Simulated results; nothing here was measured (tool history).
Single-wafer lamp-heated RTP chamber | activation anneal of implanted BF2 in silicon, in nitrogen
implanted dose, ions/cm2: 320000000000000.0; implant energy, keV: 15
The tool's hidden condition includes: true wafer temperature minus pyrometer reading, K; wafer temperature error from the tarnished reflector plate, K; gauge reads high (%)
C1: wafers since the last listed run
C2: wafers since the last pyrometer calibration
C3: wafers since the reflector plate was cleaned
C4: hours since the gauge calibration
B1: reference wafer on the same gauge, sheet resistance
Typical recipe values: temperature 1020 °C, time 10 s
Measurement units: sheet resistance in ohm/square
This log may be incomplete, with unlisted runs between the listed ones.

{"run": 1, "hour": 0.0, "temperature": 1020, "time": 13, "C1": 0, "C2": 4429, "C3": 2469, "C4": 244.9, "B1": 451.14, "sheet resistance": 380.64}
{"run": 2, "hour": 37.7, "temperature": 1020, "time": 13, "C1": 473, "C2": 4902, "C3": 2942, "C4": 282.6, "B1": 450.8, "sheet resistance": 380.71}
{"hour": 53.7, "done": "pyrometer window cleaned and pyrometer calibrated"}
{"run": 3, "hour": 71.7, "temperature": 1020, "time": 10, "C1": 326, "C2": 226, "C3": 3268, "C4": 316.6, "B1": 450.86, "sheet resistance": 386.16}
{"run": 4, "hour": 257.1, "temperature": 1020, "time": 10, "C1": 2327, "C2": 2553, "C3": 5596, "C4": 502.0, "B1": 451.21, "sheet resistance": 386.19}
{"run": 5, "hour": 287.9, "temperature": 1002, "time": 13, "C1": 386, "C2": 2940, "C3": 5982, "C4": 532.8, "B1": 451.2, "sheet resistance": 384.5}
{"run": 6, "hour": 353.1, "temperature": 1002, "time": 13, "C1": 818, "C2": 3758, "C3": 6801, "C4": 598.0, "B1": 450.94, "sheet resistance": 384.66}
{"run": 7, "hour": 389.0, "temperature": 1020, "time": 10, "C1": 450, "C2": 4209, "C3": 7251, "C4": 633.9, "B1": 450.75, "sheet resistance": 383.75}
{"hour": 399.4, "done": "pyrometer window cleaned and pyrometer calibrated"}
{"run": 8, "hour": 456.0, "temperature": 1020, "time": 10, "C1": 740, "C2": 710, "C3": 7992, "C4": 700.9, "B1": 451.13, "sheet resistance": 385.43}
{"run": 9, "hour": 509.6, "temperature": 1020, "time": 10, "C1": 672, "C2": 1383, "C3": 8665, "C4": 754.5, "B1": 450.93, "sheet resistance": 384.97}
{"run": 10, "hour": 542.5, "temperature": 1020, "time": 10, "C1": 412, "C2": 1796, "C3": 9078, "C4": 787.4, "B1": 450.93, "sheet resistance": 384.7}
{"run": 11, "hour": 591.1, "temperature": 1014, "time": 10, "C1": 610, "C2": 2406, "C3": 9688, "C4": 836.0, "B1": 451.04, "sheet resistance": 385.54}
{"run": 12, "hour": 621.8, "temperature": 1014, "time": 10, "C1": 385, "C2": 2791, "C3": 10073, "C4": 866.7, "B1": 451.15, "sheet resistance": 384.7}
{"run": 13, "hour": 647.3, "temperature": 1007, "time": 6, "C1": 320, "C2": 3112, "C3": 10393, "C4": 892.2, "B1": 450.87, "sheet resistance": 390.23}
{"hour": 667.6, "done": "reflector plate cleaned"}
{"run": 14, "hour": 712.7, "temperature": 1020, "time": 10, "C1": 720, "C2": 3832, "C3": 566, "C4": 957.6, "B1": 450.93, "sheet resistance": 384.26}
{"run": 15, "hour": 776.5, "temperature": 1020, "time": 10, "C1": 800, "C2": 4633, "C3": 1366, "C4": 1021.4, "B1": 450.78, "sheet resistance": 384.15}
{"hour": 785.3, "done": "pyrometer window cleaned and pyrometer calibrated"}
{"run": 16, "hour": 812.4, "temperature": 1044, "time": 13, "C1": 350, "C2": 339, "C3": 1717, "C4": 1057.3, "B1": 451.17, "sheet resistance": 377.88}
{"run": 17, "hour": 857.7, "temperature": 994, "time": 12, "C1": 568, "C2": 908, "C3": 2285, "C4": 1102.6, "B1": 451.0, "sheet resistance": 390.71}
{"hour": 973.4, "done": "gauge calibrated"}
{"run": 18, "hour": 997.7, "temperature": 1020, "time": 10, "C1": 1757, "C2": 2665, "C3": 4043, "C4": 24.3, "B1": 451.23, "sheet resistance": 385.01}
{"run": 19, "hour": 1054.3, "temperature": 1003, "time": 7, "C1": 710, "C2": 3376, "C3": 4753, "C4": 80.9, "B1": 451.07, "sheet resistance": 390.24}
{"run": 20, "hour": 1104.8, "temperature": 1030, "time": 7, "C1": 633, "C2": 4009, "C3": 5387, "C4": 131.4, "B1": 451.02, "sheet resistance": 384.64}
{"hour": 1114.0, "done": "pyrometer window cleaned and pyrometer calibrated"}
{"run": 21, "hour": 1164.9, "temperature": 1020, "time": 10, "C1": 653, "C2": 638, "C3": 6041, "C4": 191.5, "B1": 450.99, "sheet resistance": 385.18}
{"run": 22, "hour": 1189.5, "temperature": 1003, "time": 12, "C1": 308, "C2": 947, "C3": 6350, "C4": 216.1, "B1": 450.76, "sheet resistance": 386.45}
{"run": 23, "hour": 1237.0, "temperature": 1030, "time": 6, "C1": 596, "C2": 1543, "C3": 6946, "C4": 263.6, "B1": 450.96, "sheet resistance": 387.33}
{"run": 24, "hour": 1296.2, "temperature": 1020, "time": 10, "C1": 743, "C2": 2286, "C3": 7689, "C4": 322.8, "B1": 451.06, "sheet resistance": 383.3}
{"hour": 1316.3, "done": "reflector plate cleaned"}
{"run": 25, "hour": 1322.9, "temperature": 1020, "time": 8, "C1": 234, "C2": 2521, "C3": 82, "C4": 349.5, "B1": 450.94, "sheet resistance": 386.96}

Predict each of these 4 candidate next runs independently; none follows another, all start after run 25:
{"run": "A", "hour": 1323.3, "temperature": 1020, "time": 10, "C1": 5, "C2": 2526, "C3": 87, "C4": 349.9, "B1": "?", "sheet resistance": "?"}
{"run": "B", "hour": 1323.3, "temperature": 1005, "time": 13, "C1": 5, "C2": 2526, "C3": 87, "C4": 349.9, "B1": "?", "sheet resistance": "?"}
{"run": "C", "hour": 1323.3, "temperature": 1029, "time": 10, "C1": 5, "C2": 2526, "C3": 87, "C4": 349.9, "B1": "?", "sheet resistance": "?"}
{"run": "D", "hour": 1323.3, "temperature": 1006, "time": 16, "C1": 5, "C2": 2526, "C3": 87, "C4": 349.9, "B1": "?", "sheet resistance": "?"}

run=A B1=450.85 sheet_resistance=384.15
run=B B1=450.85 sheet_resistance=384.69
run=C B1=450.85 sheet_resistance=382.36
run=D B1=450.85 sheet_resistance=382.81
Without the tool's hidden state the same runs would have given:
run=A sheet_resistance=385.74
run=B sheet_resistance=386.51
run=C sheet_resistance=384.16
run=D sheet_resistance=384.65
